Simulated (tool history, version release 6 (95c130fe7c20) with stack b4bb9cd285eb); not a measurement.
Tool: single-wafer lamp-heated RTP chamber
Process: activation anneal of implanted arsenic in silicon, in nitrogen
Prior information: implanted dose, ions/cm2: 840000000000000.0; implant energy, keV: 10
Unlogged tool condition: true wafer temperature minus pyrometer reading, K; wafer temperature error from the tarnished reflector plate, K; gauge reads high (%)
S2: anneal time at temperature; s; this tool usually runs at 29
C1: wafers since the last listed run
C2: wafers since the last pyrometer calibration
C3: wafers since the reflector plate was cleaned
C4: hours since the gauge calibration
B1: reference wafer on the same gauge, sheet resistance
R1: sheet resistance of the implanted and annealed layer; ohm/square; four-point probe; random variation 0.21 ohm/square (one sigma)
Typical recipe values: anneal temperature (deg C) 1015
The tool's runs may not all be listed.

{"run": 1, "hour": 0.0, "anneal temperature (deg C)": 1015, "S2": 29, "C1": 0, "C2": 3798, "C3": 11816, "C4": 72.5, "B1": 118.93, "R1": 139.91}
{"run": 2, "hour": 14.9, "anneal temperature (deg C)": 1015, "S2": 29, "C1": 127, "C2": 3925, "C3": 11943, "C4": 87.4, "B1": 118.91, "R1": 140.03}
{"run": 3, "hour": 24.0, "anneal temperature (deg C)": 1023, "S2": 29, "C1": 77, "C2": 4003, "C3": 12021, "C4": 96.5, "B1": 119.01, "R1": 136.68}
{"run": 4, "hour": 33.2, "anneal temperature (deg C)": 1023, "S2": 29, "C1": 78, "C2": 4082, "C3": 12100, "C4": 105.7, "B1": 119.1, "R1": 136.77}
{"run": 5, "hour": 41.6, "anneal temperature (deg C)": 1023, "S2": 29, "C1": 71, "C2": 4154, "C3": 12171, "C4": 114.1, "B1": 119.08, "R1": 137.05}
{"run": 6, "hour": 56.0, "anneal temperature (deg C)": 1015, "S2": 34, "C1": 123, "C2": 4277, "C3": 12294, "C4": 128.5, "B1": 119.05, "R1": 137.11}
{"run": 7, "hour": 75.4, "anneal temperature (deg C)": 1015, "S2": 29, "C1": 165, "C2": 4443, "C3": 12460, "C4": 147.9, "B1": 118.99, "R1": 139.74}
{"hour": 82.1, "done": "gauge calibrated"}
{"run": 8, "hour": 83.3, "anneal temperature (deg C)": 1015, "S2": 29, "C1": 67, "C2": 4510, "C3": 12528, "C4": 1.2, "B1": 118.98, "R1": 139.91}
{"run": 9, "hour": 94.1, "anneal temperature (deg C)": 1033, "S2": 29, "C1": 92, "C2": 4602, "C3": 12620, "C4": 12.0, "B1": 119.09, "R1": 132.74}
{"hour": 113.9, "done": "reflector plate cleaned"}
{"run": 10, "hour": 114.4, "anneal temperature (deg C)": 1044, "S2": 19, "C1": 105, "C2": 4707, "C3": 4, "C4": 32.3, "B1": 118.98, "R1": 135.57}
{"run": 11, "hour": 120.2, "anneal temperature (deg C)": 1031, "S2": 16, "C1": 49, "C2": 4757, "C3": 53, "C4": 38.1, "B1": 119.01, "R1": 143.37}
{"run": 12, "hour": 130.8, "anneal temperature (deg C)": 1028, "S2": 38, "C1": 90, "C2": 4848, "C3": 144, "C4": 48.7, "B1": 118.96, "R1": 130.73}
{"run": 13, "hour": 138.1, "anneal temperature (deg C)": 1029, "S2": 22, "C1": 62, "C2": 4910, "C3": 206, "C4": 56.0, "B1": 119.04, "R1": 138.71}
{"hour": 171.0, "done": "pyrometer window cleaned and pyrometer calibrated"}
{"run": 14, "hour": 185.4, "anneal temperature (deg C)": 986, "S2": 29, "C1": 335, "C2": 123, "C3": 542, "C4": 103.3, "B1": 119.03, "R1": 159.05}
{"run": 15, "hour": 202.0, "anneal temperature (deg C)": 1015, "S2": 29, "C1": 141, "C2": 265, "C3": 684, "C4": 119.9, "B1": 119.06, "R1": 142.97}
{"run": 16, "hour": 208.9, "anneal temperature (deg C)": 988, "S2": 13, "C1": 58, "C2": 324, "C3": 743, "C4": 126.8, "B1": 119.04, "R1": 173.31}
{"run": 17, "hour": 217.1, "anneal temperature (deg C)": 988, "S2": 36, "C1": 70, "C2": 394, "C3": 813, "C4": 135.0, "B1": 119.04, "R1": 153.73}
{"run": 18, "hour": 229.3, "anneal temperature (deg C)": 1015, "S2": 29, "C1": 104, "C2": 498, "C3": 917, "C4": 147.2, "B1": 118.99, "R1": 142.39}
{"run": 19, "hour": 236.0, "anneal temperature (deg C)": 990, "S2": 38, "C1": 57, "C2": 555, "C3": 975, "C4": 153.9, "B1": 119.03, "R1": 151.0}

What differs in the tool's unlogged condition from the final listed run ahead of each entry between runs to the first listed run following it?
In the gap between runs 7 and 8: gauge calibrated (hour 82.1)
  true wafer temperature minus pyrometer reading, K: 7.57 -> 7.68
  measured result minus the result with no hidden state, R1: -3.50 -> -3.56 ohm/square
In the gap between runs 9 and 10: reflector plate cleaned (hour 113.9)
  true wafer temperature minus pyrometer reading, K: 7.83 -> 8.13
  measured result minus the result with no hidden state, R1: -2.59 -> -2.91 ohm/square
In the gap between runs 13 and 14: pyrometer window cleaned and pyrometer calibrated (hour 171.0)
  true wafer temperature minus pyrometer reading, K: 8.47 -> 0.45
  measured result minus the result with no hidden state, R1: -3.43 -> -0.26 ohm/square
